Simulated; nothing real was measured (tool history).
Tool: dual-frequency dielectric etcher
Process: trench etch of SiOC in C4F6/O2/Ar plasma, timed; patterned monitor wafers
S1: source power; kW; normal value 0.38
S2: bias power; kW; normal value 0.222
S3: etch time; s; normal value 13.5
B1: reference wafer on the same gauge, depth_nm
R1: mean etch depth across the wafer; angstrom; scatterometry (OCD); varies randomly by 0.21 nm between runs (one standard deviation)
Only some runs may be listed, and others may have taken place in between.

{"run": 1, "hour": 0.0, "S1": 0.38, "S2": 0.222, "S3": 13.5, "B1": 26.4, "R1": 324.8}
{"run": 2, "hour": 19.8, "S1": 0.38, "S2": 0.222, "S3": 13.5, "B1": 26.38, "R1": 323.3}
{"run": 3, "hour": 31.9, "S1": 0.38, "S2": 0.222, "S3": 13.5, "B1": 26.43, "R1": 321.5}
{"hour": 59.8, "done": "wet clean of the chamber"}
{"run": 4, "hour": 60.3, "S1": 0.38, "S2": 0.222, "S3": 13.5, "B1": 26.41, "R1": 324.7}
{"run": 5, "hour": 72.0, "S1": 0.38, "S2": 0.222, "S3": 13.5, "B1": 26.37, "R1": 327.3}
{"run": 6, "hour": 98.4, "S1": 0.38, "S2": 0.237, "S3": 14.5, "B1": 26.36, "R1": 351.5}
{"run": 7, "hour": 116.4, "S1": 0.38, "S2": 0.237, "S3": 14.5, "B1": 26.39, "R1": 357.6}
{"run": 8, "hour": 131.1, "S1": 0.38, "S2": 0.237, "S3": 14.5, "B1": 26.41, "R1": 354}
{"run": 9, "hour": 144.5, "S1": 0.38, "S2": 0.222, "S3": 13.5, "B1": 26.42, "R1": 325.6}
{"hour": 165.5, "done": "source power generator calibrated"}
{"run": 10, "hour": 169.7, "S1": 0.38, "S2": 0.222, "S3": 13.5, "B1": 26.37, "R1": 323.1}
{"run": 11, "hour": 200.5, "S1": 0.38, "S2": 0.222, "S3": 13.5, "B1": 26.41, "R1": 329.6}
{"hour": 230.7, "done": "upper electrode replaced"}
{"run": 12, "hour": 234.2, "S1": 0.38, "S2": 0.222, "S3": 13.5, "B1": 26.42, "R1": 320.4}
{"run": 13, "hour": 252.1, "S1": 0.34, "S2": 0.222, "S3": 13.5, "B1": 26.37, "R1": 305.5}
{"run": 14, "hour": 268.0, "S1": 0.29, "S2": 0.183, "S3": 10, "B1": 26.37, "R1": 196.2}
{"hour": 272.7, "done": "gauge calibrated"}
{"hour": 282.9, "done": "bias power generator calibrated"}
{"run": 15, "hour": 329.5, "S1": 0.38, "S2": 0.222, "S3": 16.5, "B1": 26.38, "R1": 395.3}
{"run": 16, "hour": 353.2, "S1": 0.42, "S2": 0.222, "S3": 12, "B1": 26.46, "R1": 305.5}
{"run": 17, "hour": 377.4, "S1": 0.43, "S2": 0.277, "S3": 15, "B1": 26.44, "R1": 412.9}
{"run": 18, "hour": 394.8, "S1": 0.28, "S2": 0.196, "S3": 16.5, "B1": 26.4, "R1": 326.2}
{"hour": 431.6, "done": "wet clean of the chamber"}
{"run": 19, "hour": 432.1, "S1": 0.47, "S2": 0.18, "S3": 10, "B1": 26.37, "R1": 244.1}
{"run": 20, "hour": 440.9, "S1": 0.34, "S2": 0.222, "S3": 14.5, "B1": 26.4, "R1": 333.6}
{"run": 21, "hour": 464.7, "S1": 0.38, "S2": 0.257, "S3": 11.5, "B1": 26.43, "R1": 290.2}
{"run": 22, "hour": 485.0, "S1": 0.45, "S2": 0.174, "S3": 13.5, "B1": 26.43, "R1": 324.8}
{"run": 23, "hour": 511.7, "S1": 0.38, "S2": 0.222, "S3": 13.5, "B1": 26.42, "R1": 322.7}
{"run": 24, "hour": 546.4, "S1": 0.38, "S2": 0.222, "S3": 13.5, "B1": 26.37, "R1": 321.2}
{"run": 25, "hour": 578.9, "S1": 0.3, "S2": 0.222, "S3": 13.5, "B1": 26.41, "R1": 290.3}
{"run": 26, "hour": 614.9, "S1": 0.38, "S2": 0.192, "S3": 16.5, "B1": 26.41, "R1": 378.2}
{"run": 27, "hour": 643.2, "S1": 0.34, "S2": 0.166, "S3": 10, "B1": 26.37, "R1": 207.3}
{"run": 28, "hour": 675.6, "S1": 0.38, "S2": 0.222, "S3": 13.5, "B1": 26.41, "R1": 325.6}
{"run": 29, "hour": 705.0, "S1": 0.45, "S2": 0.174, "S3": 13.5, "B1": 26.44, "R1": 323.4}
{"run": 30, "hour": 727.5, "S1": 0.38, "S2": 0.222, "S3": 13.5, "B1": 26.43, "R1": 321.3}
{"run": 31, "hour": 753.5, "S1": 0.38, "S2": 0.222, "S3": 13.5, "B1": 26.39, "R1": 326}

For each run, what was the tool's unlogged condition?
etch rate over this chamber's usual, %: 0 on each run
source power that arrives over what is set, %: 0 on each run
bias power that arrives over what is set, %: 0 on each run
gauge reads high (%): 0 on each run
